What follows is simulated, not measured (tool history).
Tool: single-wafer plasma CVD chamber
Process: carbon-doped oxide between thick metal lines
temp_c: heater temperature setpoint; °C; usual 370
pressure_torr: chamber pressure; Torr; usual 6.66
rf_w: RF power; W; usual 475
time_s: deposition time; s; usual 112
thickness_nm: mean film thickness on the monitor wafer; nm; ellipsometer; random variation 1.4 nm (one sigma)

run,hour,temp_c,pressure_torr,rf_w,time_s,wafers since the last listed run,hours since the last thermocouple change,hours since the last RF generator calibration,hours since the last manometer calibration,hours since the showerhead was replaced,hours since the gauge calibration,"read-back reference wafer on the same gauge, thickness_nm",thickness_nm
1,0.0,378,6.66,475,112,0,2039.8,1352.1,2517.9,7618.0,428.1,611.526,511.596
# hour 24.9: thermocouple changed; heater temperature recalibrated
2,48.4,370,6.66,475,128,387,23.5,1400.5,2566.3,7666.4,476.5,611.889,590.531
3,55.6,370,6.66,475,128,68,30.7,1407.7,2573.5,7673.6,483.7,612.007,595.556
4,64.0,370,6.66,475,128,80,39.1,1416.1,2581.9,7682.0,492.1,611.805,593.847
5,80.3,370,6.66,475,117,156,55.4,1432.4,2598.2,7698.3,508.4,612.219,542.225
# hour 88.3: capacitance manometer re-zeroed and calibrated
# hour 92.3: RF generator calibrated
6,92.8,370,6.66,475,117,4,67.9,0.5,4.5,7710.8,520.9,612.079,560.492
7,98.0,370,6.66,475,112,49,73.1,5.7,9.7,7716.0,526.1,611.828,539.669
8,105.5,370,6.66,475,112,71,80.6,13.2,17.2,7723.5,533.6,612.135,535.905
9,116.2,370,6.66,445,112,102,91.3,23.9,27.9,7734.2,544.3,612.564,519.980
10,129.7,370,5.71,475,112,129,104.8,37.4,41.4,7747.7,557.8,611.823,532.352
# hour 132.7: gauge calibrated
11,136.1,359,6.15,530,132,61,111.2,43.8,47.8,7754.1,3.4,612.313,683.693
12,148.1,367,6.66,475,112,114,123.2,55.8,59.8,7766.1,15.4,611.961,542.539
13,158.1,370,6.27,475,112,95,133.2,65.8,69.8,7776.1,25.4,611.969,536.812
# hour 177.8: showerhead replaced
14,178.3,370,6.66,475,128,116,153.4,86.0,90.0,0.5,45.6,611.720,617.621
15,187.4,370,6.66,510,102,87,162.5,95.1,99.1,9.6,54.7,612.036,512.063
16,202.2,375,6.66,475,112,141,177.3,109.9,113.9,24.4,69.5,612.379,535.585
17,215.4,370,6.66,475,112,126,190.5,123.1,127.1,37.6,82.7,612.203,542.865
18,227.3,382,8.19,475,112,114,202.4,135.0,139.0,49.5,94.6,612.035,536.761
19,242.5,370,7.85,475,112,145,217.6,150.2,154.2,64.7,109.8,612.547,543.877
20,255.9,376,5.11,475,112,128,231.0,163.6,167.6,78.1,123.2,612.130,520.162
21,270.8,361,5.94,445,133,142,245.9,178.5,182.5,93.0,138.1,612.058,621.864
22,280.9,370,6.66,510,112,96,256.0,188.6,192.6,103.1,148.2,612.114,559.213
23,291.4,357,5.48,565,102,100,266.5,199.1,203.1,113.6,158.7,611.923,542.757
24,307.7,356,6.66,445,112,156,282.8,215.4,219.4,129.9,175.0,612.123,533.798
25,319.6,383,6.66,510,97,114,294.7,227.3,231.3,141.8,186.9,611.682,475.148
26,334.5,370,6.66,475,112,142,309.6,242.2,246.2,156.7,201.8,611.837,537.899
27,349.9,370,6.66,475,112,147,325.0,257.6,261.6,172.1,217.2,611.812,539.160

Hidden state or all else? Some run-to-run changes of thickness_nm, split into what the settings, what came in and random variation would give without the hidden state, and what is left for the hidden state (with any gauge scatter that isn't in both results):
The hidden state here: wafer temperature above the value expected at the setpoint (K); delivered RF power above the setpoint (%); true pressure above the setpoint (%); gauge reads high (%).
Run 1 -> 2: temp_c 378 -> 370, time_s 112 -> 128, thermocouple changed; heater temperature recalibrated. thickness_nm +78.935 nm: hidden state -4.727, all else +83.662.
Run 5 -> 6: capacitance manometer re-zeroed and calibrated, RF generator calibrated. thickness_nm +18.267 nm: hidden state +21.375, all else -3.108.
Run 10 -> 11: temp_c 370 -> 359, pressure_torr 5.71 -> 6.15, rf_w 475 -> 530, time_s 112 -> 132, gauge calibrated. thickness_nm +151.341 nm: hidden state -0.627, all else +151.968.
Run 11 -> 12: temp_c 359 -> 367, pressure_torr 6.15 -> 6.66, rf_w 530 -> 475, time_s 132 -> 112. thickness_nm -141.154 nm: hidden state +0.566, all else -141.720.
